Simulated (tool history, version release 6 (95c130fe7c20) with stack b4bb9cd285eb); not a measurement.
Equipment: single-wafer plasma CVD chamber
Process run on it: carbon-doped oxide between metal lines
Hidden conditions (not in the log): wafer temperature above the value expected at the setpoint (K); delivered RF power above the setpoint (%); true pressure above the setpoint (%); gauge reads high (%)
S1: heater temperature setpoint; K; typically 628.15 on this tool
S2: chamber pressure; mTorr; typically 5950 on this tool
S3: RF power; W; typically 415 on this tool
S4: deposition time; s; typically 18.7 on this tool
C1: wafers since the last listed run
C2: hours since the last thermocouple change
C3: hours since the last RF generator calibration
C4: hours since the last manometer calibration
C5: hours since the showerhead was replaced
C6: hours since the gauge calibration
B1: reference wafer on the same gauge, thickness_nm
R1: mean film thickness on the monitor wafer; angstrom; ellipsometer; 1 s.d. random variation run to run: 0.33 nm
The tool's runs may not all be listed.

{"run": 1, "day": 0.0, "S1": 628.15, "S2": 5950, "S3": 415, "S4": 16.1, "C1": 0, "C2": 1149.0, "C3": 1375.4, "C4": 1762.8, "C5": 4862.2, "C6": 235.5, "B1": 108.643, "R1": 816.73}
{"run": 2, "day": 1.033, "S1": 628.15, "S2": 5950, "S3": 415, "S4": 16.1, "C1": 645, "C2": 1173.8, "C3": 1400.2, "C4": 1787.6, "C5": 4887.0, "C6": 260.3, "B1": 108.592, "R1": 814.44}
{"day": 2.279, "done": "thermocouple changed; heater temperature recalibrated"}
{"run": 3, "day": 2.342, "S1": 634.15, "S2": 5950, "S3": 415, "S4": 18.7, "C1": 608, "C2": 1.5, "C3": 1431.6, "C4": 1819.0, "C5": 4918.4, "C6": 291.7, "B1": 108.634, "R1": 913.18}
{"run": 4, "day": 2.942, "S1": 634.15, "S2": 5950, "S3": 415, "S4": 18.7, "C1": 374, "C2": 15.9, "C3": 1446.0, "C4": 1833.4, "C5": 4932.8, "C6": 306.1, "B1": 108.616, "R1": 909.23}
{"run": 5, "day": 3.779, "S1": 634.15, "S2": 5950, "S3": 415, "S4": 18.7, "C1": 522, "C2": 36.0, "C3": 1466.1, "C4": 1853.5, "C5": 4952.9, "C6": 326.2, "B1": 108.765, "R1": 913.63}
{"run": 6, "day": 4.746, "S1": 628.15, "S2": 5950, "S3": 415, "S4": 15.8, "C1": 603, "C2": 59.2, "C3": 1489.3, "C4": 1876.7, "C5": 4976.1, "C6": 349.4, "B1": 108.513, "R1": 787.24}
{"run": 7, "day": 5.571, "S1": 628.15, "S2": 5950, "S3": 415, "S4": 15.8, "C1": 515, "C2": 79.0, "C3": 1509.1, "C4": 1896.5, "C5": 4995.9, "C6": 369.2, "B1": 108.574, "R1": 785.62}
{"run": 8, "day": 6.446, "S1": 628.15, "S2": 5950, "S3": 415, "S4": 15.8, "C1": 546, "C2": 100.0, "C3": 1530.1, "C4": 1917.5, "C5": 5016.9, "C6": 390.2, "B1": 108.591, "R1": 787.19}
{"run": 9, "day": 7.358, "S1": 628.15, "S2": 5950, "S3": 415, "S4": 18.7, "C1": 569, "C2": 121.9, "C3": 1552.0, "C4": 1939.4, "C5": 5038.8, "C6": 412.1, "B1": 108.56, "R1": 931.44}
{"run": 10, "day": 11.029, "S1": 637.15, "S2": 4640, "S3": 490, "S4": 15.6, "C1": 2291, "C2": 210.0, "C3": 1640.1, "C4": 2027.5, "C5": 5126.9, "C6": 500.2, "B1": 108.525, "R1": 813.61}
{"run": 11, "day": 12.162, "S1": 617.15, "S2": 5950, "S3": 455, "S4": 18.7, "C1": 707, "C2": 237.2, "C3": 1667.3, "C4": 2054.7, "C5": 5154.1, "C6": 527.4, "B1": 108.579, "R1": 1027.02}
{"run": 12, "day": 12.796, "S1": 628.15, "S2": 5950, "S3": 475, "S4": 18.7, "C1": 395, "C2": 252.4, "C3": 1682.5, "C4": 2069.9, "C5": 5169.3, "C6": 542.6, "B1": 108.593, "R1": 1035.55}
{"run": 13, "day": 13.746, "S1": 628.15, "S2": 5950, "S3": 485, "S4": 20.0, "C1": 593, "C2": 275.2, "C3": 1705.3, "C4": 2092.7, "C5": 5192.1, "C6": 565.4, "B1": 108.653, "R1": 1116.23}
{"run": 14, "day": 15.233, "S1": 616.15, "S2": 5950, "S3": 415, "S4": 18.7, "C1": 928, "C2": 310.9, "C3": 1741.0, "C4": 2128.4, "C5": 5227.8, "C6": 601.1, "B1": 108.634, "R1": 950.89}
{"run": 15, "day": 15.817, "S1": 628.15, "S2": 7160, "S3": 415, "S4": 18.7, "C1": 364, "C2": 324.9, "C3": 1755.0, "C4": 2142.4, "C5": 5241.8, "C6": 615.1, "B1": 108.525, "R1": 934.89}
{"day": 16.933, "done": "showerhead replaced"}
{"day": 17.5, "done": "capacitance manometer re-zeroed and calibrated"}
{"run": 16, "day": 17.617, "S1": 620.15, "S2": 5950, "S3": 415, "S4": 18.7, "C1": 707, "C2": 368.1, "C3": 1798.2, "C4": 2.8, "C5": 16.4, "C6": 658.3, "B1": 108.597, "R1": 941.69}
{"run": 17, "day": 18.296, "S1": 634.15, "S2": 5950, "S3": 415, "S4": 20.9, "C1": 424, "C2": 384.4, "C3": 1814.5, "C4": 19.1, "C5": 32.7, "C6": 674.6, "B1": 108.55, "R1": 1002.51}
{"run": 18, "day": 19.367, "S1": 628.15, "S2": 5290, "S3": 335, "S4": 18.7, "C1": 668, "C2": 410.1, "C3": 1840.2, "C4": 44.8, "C5": 58.4, "C6": 700.3, "B1": 108.662, "R1": 734.13}
{"run": 19, "day": 20.829, "S1": 628.15, "S2": 4750, "S3": 415, "S4": 18.7, "C1": 913, "C2": 445.2, "C3": 1875.3, "C4": 79.9, "C5": 93.5, "C6": 735.4, "B1": 108.523, "R1": 865.07}
{"run": 20, "day": 21.846, "S1": 616.15, "S2": 5950, "S3": 415, "S4": 18.7, "C1": 634, "C2": 469.6, "C3": 1899.7, "C4": 104.3, "C5": 117.9, "C6": 759.8, "B1": 108.591, "R1": 949.1}
{"day": 22.571, "done": "RF generator calibrated"}
{"run": 21, "day": 22.8, "S1": 628.15, "S2": 7170, "S3": 415, "S4": 15.6, "C1": 387, "C2": 492.5, "C3": 5.5, "C4": 127.2, "C5": 140.8, "C6": 782.7, "B1": 108.551, "R1": 823.1}
{"day": 23.629, "done": "gauge calibrated"}
{"run": 22, "day": 24.417, "S1": 628.15, "S2": 5370, "S3": 455, "S4": 16.0, "C1": 1009, "C2": 531.3, "C3": 44.3, "C4": 166.0, "C5": 179.6, "C6": 18.9, "B1": 108.609, "R1": 871.51}
{"run": 23, "day": 25.725, "S1": 628.15, "S2": 5950, "S3": 415, "S4": 18.7, "C1": 816, "C2": 562.7, "C3": 75.7, "C4": 197.4, "C5": 211.0, "C6": 50.3, "B1": 108.655, "R1": 962.58}
{"run": 24, "day": 26.333, "S1": 628.15, "S2": 5950, "S3": 415, "S4": 17.7, "C1": 379, "C2": 577.3, "C3": 90.3, "C4": 212.0, "C5": 225.6, "C6": 64.9, "B1": 108.614, "R1": 911.04}
{"run": 25, "day": 28.796, "S1": 628.15, "S2": 5950, "S3": 415, "S4": 18.7, "C1": 1537, "C2": 636.4, "C3": 149.4, "C4": 271.1, "C5": 284.7, "C6": 124.0, "B1": 108.591, "R1": 963.76}
{"run": 26, "day": 29.508, "S1": 635.15, "S2": 7060, "S3": 415, "S4": 18.7, "C1": 444, "C2": 653.5, "C3": 166.5, "C4": 288.2, "C5": 301.8, "C6": 141.1, "B1": 108.581, "R1": 961.7}
{"run": 27, "day": 30.967, "S1": 628.15, "S2": 5950, "S3": 455, "S4": 21.6, "C1": 910, "C2": 688.5, "C3": 201.5, "C4": 323.2, "C5": 336.8, "C6": 176.1, "B1": 108.693, "R1": 1202.05}
{"run": 28, "day": 31.954, "S1": 628.15, "S2": 5950, "S3": 415, "S4": 18.7, "C1": 616, "C2": 712.2, "C3": 225.2, "C4": 346.9, "C5": 360.5, "C6": 199.8, "B1": 108.565, "R1": 962.66}
{"run": 29, "day": 32.775, "S1": 628.15, "S2": 5950, "S3": 465, "S4": 18.7, "C1": 512, "C2": 731.9, "C3": 244.9, "C4": 366.6, "C5": 380.2, "C6": 219.5, "B1": 108.702, "R1": 1069.18}

Branching from run 29: 3 alternative next runs. What would each branch give?
{"run": "A", "day": 32.792, "S1": 628.15, "S2": 5950, "S3": 415, "S4": 18.7, "C1": 10, "C2": 732.3, "C3": 245.3, "C4": 367.0, "C5": 380.6, "C6": 219.9, "B1": "?", "R1": "?"}
{"run": "B", "day": 32.792, "S1": 628.15, "S2": 6390, "S3": 415, "S4": 18.7, "C1": 10, "C2": 732.3, "C3": 245.3, "C4": 367.0, "C5": 380.6, "C6": 219.9, "B1": "?", "R1": "?"}
{"run": "C", "day": 32.792, "S1": 628.15, "S2": 4960, "S3": 440, "S4": 21.6, "C1": 10, "C2": 732.3, "C3": 245.3, "C4": 367.0, "C5": 380.6, "C6": 219.9, "B1": "?", "R1": "?"}

run=A B1=108.551 R1=960.99
run=B B1=108.551 R1=971.80
run=C B1=108.551 R1=1115.18
The same runs, with their run-to-run variation unchanged, on a tool lacking any hidden condition would have given:
run=A R1=955.24
run=B R1=965.98
run=C R1=1108.51
